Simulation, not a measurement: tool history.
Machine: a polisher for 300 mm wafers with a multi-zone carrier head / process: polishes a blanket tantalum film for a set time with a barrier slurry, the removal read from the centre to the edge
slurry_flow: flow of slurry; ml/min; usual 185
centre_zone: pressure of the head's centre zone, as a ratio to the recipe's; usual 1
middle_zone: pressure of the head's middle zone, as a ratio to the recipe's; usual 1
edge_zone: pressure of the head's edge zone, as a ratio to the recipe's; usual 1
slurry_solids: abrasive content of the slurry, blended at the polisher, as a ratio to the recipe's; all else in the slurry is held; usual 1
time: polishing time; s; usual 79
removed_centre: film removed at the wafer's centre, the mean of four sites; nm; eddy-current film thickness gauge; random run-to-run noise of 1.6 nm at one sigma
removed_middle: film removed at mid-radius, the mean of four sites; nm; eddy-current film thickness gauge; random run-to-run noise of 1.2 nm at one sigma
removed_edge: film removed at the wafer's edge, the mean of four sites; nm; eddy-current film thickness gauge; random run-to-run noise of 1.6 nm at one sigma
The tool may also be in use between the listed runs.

run	hour	slurry_flow	centre_zone	middle_zone	edge_zone	slurry_solids	time	incoming thickness of the incoming film, nm	removed_centre	removed_middle	removed_edge
1	0	185	1	1	1	1	87	479.6	110.1	129.4	125.2
# hour 18.2: worn pad replaced by a new one
2	26.8	185	0.94	1	1	1	79	467.6	94.5	113.8	114.5
3	61.8	185	0.94	1	1	1	79	464.2	95.5	115.9	114.6
# hour 77: edge zone pressure recalibrated
4	86.6	185	0.94	1	1	1	79	468.3	95.4	115.7	116.6
5	106.1	185	1	1	1	1	79	469.1	102	115.3	114.6
6	126.6	185	1.03	1	1	1	79	462.7	102.4	117.5	113.6
7	142.4	185	1	1	1	1	79	471.8	101.4	116.3	113.3
# hour 156.5: centre zone pressure recalibrated, repeated, since the last time left the tool worse
# hour 171.7: worn pad replaced by a new one
8	176.3	185	1	0.95	0.92	1	79	474.5	117.3	112.6	113.7
# hour 195.5: slurry nozzle cleaned
9	212.3	185	1.08	1	1	0.85	95	477.9	144.8	135.2	132.7
10	234.2	185	1	1	1	1.2	79	477.4	119.2	121.4	120.4
# hour 239.8: carrier head's membrane replaced by a new one
11	262.3	185	1	1.06	1	1	79	473.7	114.2	121.8	116.5
12	276.6	250	0.93	1	0.97	1	79	461	111.9	121.3	117.2
13	298.8	140	1	1.07	1.07	1	88	472.6	121.7	128.8	131
# hour 312.7: worn pad replaced by a new one
14	313.2	185	1	1.12	1.06	1	79	466.6	113.8	123.9	118.6
15	347.4	185	1	1.07	1.04	1	79	469.3	115.7	117.8	118.3
16	381	185	1	1	1	1	79	465.2	116.2	117.7	116.9
17	402.2	185	1	0.95	0.92	1	79	473.6	115.1	113.5	110.2
18	433.7	185	0.95	0.91	1.06	1	56	476.8	75.6	79.2	85.8
# hour 471: worn pad replaced by a new one
19	471.5	185	0.94	1	1	1	79	466.5	106.9	116	116.1
20	495.1	150	1	1	1	1	87	468.5	118.8	124.2	121.8

5 options for the next run, each taken on its own from the tool as it stands now. Forecast them:
A	495.5	185	1	1	1.08	1	79	464.5	?	?	?
B	495.5	220	1	1	0.96	1.25	79	464.5	?	?	?
C	495.5	170	1	1	1	1	79	464.5	?	?	?
D	495.5	130	1	1	1	1	79	464.5	?	?	?
E	495.5	185	1	1	1	1.15	79	464.5	?	?	?

run	removed_centre	removed_middle	removed_edge
A	113	115.2	120.1
B	122.1	124.2	121.4
C	111.3	113.7	114.5
D	105.1	108.1	110.4
E	116.7	119	119.4
Had the tool no hidden state, the same runs would have come out as:
run	removed_centre	removed_middle	removed_edge
A	119.4	115.2	120.1
B	129.1	124.2	121.4
C	117.6	113.7	114.5
D	111	108	110.4
E	123.3	119	119.4
